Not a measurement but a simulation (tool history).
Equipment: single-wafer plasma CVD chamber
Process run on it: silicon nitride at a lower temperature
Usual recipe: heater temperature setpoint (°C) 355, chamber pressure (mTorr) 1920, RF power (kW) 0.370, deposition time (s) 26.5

| run | hour | heater temperature setpoint (°C) | chamber pressure (mTorr) | RF power (kW) | deposition time (s) | wafers since the last listed run | hours since the last thermocouple change | hours since the last RF generator calibration | hours since the last manometer calibration | hours since the showerhead was replaced | hours since the gauge calibration | read-back reference wafer on the same gauge, thickness_nm | mean film thickness on the monitor wafer (angstrom) |
|---|---|---|---|---|---|---|---|---|---|---|---|---|---|
| 1 | 0.0 | 355 | 1920 | 0.370 | 26.5 | 0 | 3067.7 | 1066.7 | 2401.0 | 6179.8 | 20.4 | 28.303 | 303.99 |
| 2 | 17.9 | 355 | 1920 | 0.370 | 26.5 | 510 | 3085.6 | 1084.6 | 2418.9 | 6197.7 | 38.3 | 28.302 | 302.56 |
| 3 | 24.4 | 355 | 1920 | 0.370 | 26.5 | 185 | 3092.1 | 1091.1 | 2425.4 | 6204.2 | 44.8 | 28.338 | 305.14 |
| 4 | 40.5 | 355 | 1920 | 0.370 | 26.5 | 459 | 3108.2 | 1107.2 | 2441.5 | 6220.3 | 60.9 | 28.311 | 304.30 |
| 5 | 55.4 | 355 | 1920 | 0.370 | 26.5 | 424 | 3123.1 | 1122.1 | 2456.4 | 6235.2 | 75.8 | 28.305 | 303.78 |
| 6 | 71.6 | 355 | 1920 | 0.370 | 26.5 | 461 | 3139.3 | 1138.3 | 2472.6 | 6251.4 | 92.0 | 28.326 | 304.05 |
| 7 | 85.5 | 355 | 1920 | 0.370 | 26.5 | 396 | 3153.2 | 1152.2 | 2486.5 | 6265.3 | 105.9 | 28.311 | 303.27 |
| 8 | 101.0 | 355 | 1920 | 0.370 | 26.5 | 442 | 3168.7 | 1167.7 | 2502.0 | 6280.8 | 121.4 | 28.304 | 305.10 |
|  | 110.6 | showerhead replaced |
| 9 | 116.5 | 355 | 1920 | 0.370 | 26.5 | 213 | 3184.2 | 1183.2 | 2517.5 | 5.9 | 136.9 | 28.310 | 305.05 |
|  | 131.7 | capacitance manometer re-zeroed and calibrated |
| 10 | 132.2 | 355 | 1920 | 0.370 | 26.5 | 219 | 3199.9 | 1198.9 | 0.5 | 21.6 | 152.6 | 28.305 | 303.33 |
|  | 137.8 | gauge calibrated |
|  | 143.3 | thermocouple changed; heater temperature recalibrated |
| 11 | 143.8 | 355 | 1920 | 0.370 | 26.5 | 102 | 0.5 | 1210.5 | 12.1 | 33.2 | 6.0 | 28.301 | 303.69 |
| 12 | 147.4 | 355 | 2250 | 0.370 | 24.2 | 102 | 4.1 | 1214.1 | 15.7 | 36.8 | 9.6 | 28.296 | 287.92 |
|  | 157.6 | RF generator calibrated |
| 13 | 164.7 | 366 | 1510 | 0.410 | 24.0 | 265 | 21.4 | 7.1 | 33.0 | 54.1 | 26.9 | 28.291 | 300.30 |
| 14 | 176.3 | 355 | 1920 | 0.370 | 26.5 | 330 | 33.0 | 18.7 | 44.6 | 65.7 | 38.5 | 28.296 | 324.16 |
| 15 | 188.1 | 355 | 1780 | 0.420 | 31.6 | 336 | 44.8 | 30.5 | 56.4 | 77.5 | 50.3 | 28.319 | 413.01 |
| 16 | 200.3 | 355 | 1920 | 0.415 | 23.9 | 347 | 57.0 | 42.7 | 68.6 | 89.7 | 62.5 | 28.275 | 315.27 |
| 17 | 207.3 | 355 | 1680 | 0.325 | 31.1 | 199 | 64.0 | 49.7 | 75.6 | 96.7 | 69.5 | 28.307 | 335.97 |
| 18 | 214.0 | 365 | 2090 | 0.425 | 30.1 | 191 | 70.7 | 56.4 | 82.3 | 103.4 | 76.2 | 28.322 | 408.32 |
| 19 | 221.5 | 355 | 1520 | 0.390 | 26.5 | 213 | 78.2 | 63.9 | 89.8 | 110.9 | 83.7 | 28.275 | 318.32 |
| 20 | 227.7 | 355 | 2060 | 0.370 | 23.4 | 176 | 84.4 | 70.1 | 96.0 | 117.1 | 89.9 | 28.305 | 287.01 |
| 21 | 243.7 | 355 | 1920 | 0.370 | 26.5 | 456 | 100.4 | 86.1 | 112.0 | 133.1 | 105.9 | 28.315 | 319.71 |

Each row is a separate what-if for the run after 21, all from the same tool condition, not one after another. Results?
| A | 244.1 | 355 | 1920 | 0.370 | 26.5 | 11 | 100.8 | 86.5 | 112.4 | 133.5 | 106.3 | ? | ? |
| B | 244.1 | 348 | 1920 | 0.410 | 23.2 | 11 | 100.8 | 86.5 | 112.4 | 133.5 | 106.3 | ? | ? |
| C | 244.1 | 344 | 1920 | 0.390 | 26.5 | 11 | 100.8 | 86.5 | 112.4 | 133.5 | 106.3 | ? | ? |
| D | 244.1 | 355 | 1920 | 0.390 | 26.5 | 11 | 100.8 | 86.5 | 112.4 | 133.5 | 106.3 | ? | ? |

| run | read-back reference wafer on the same gauge, thickness_nm | mean film thickness on the monitor wafer (angstrom) |
|---|---|---|
| A | 28.263 | 319.01 |
| B | 28.263 | 301.02 |
| C | 28.263 | 332.55 |
| D | 28.263 | 331.34 |
With the hidden condition removed and each run's random variation left untouched, the same runs would have given:
| run | mean film thickness on the monitor wafer (angstrom) |
|---|---|
| A | 324.97 |
| B | 306.28 |
| C | 338.67 |
| D | 337.43 |
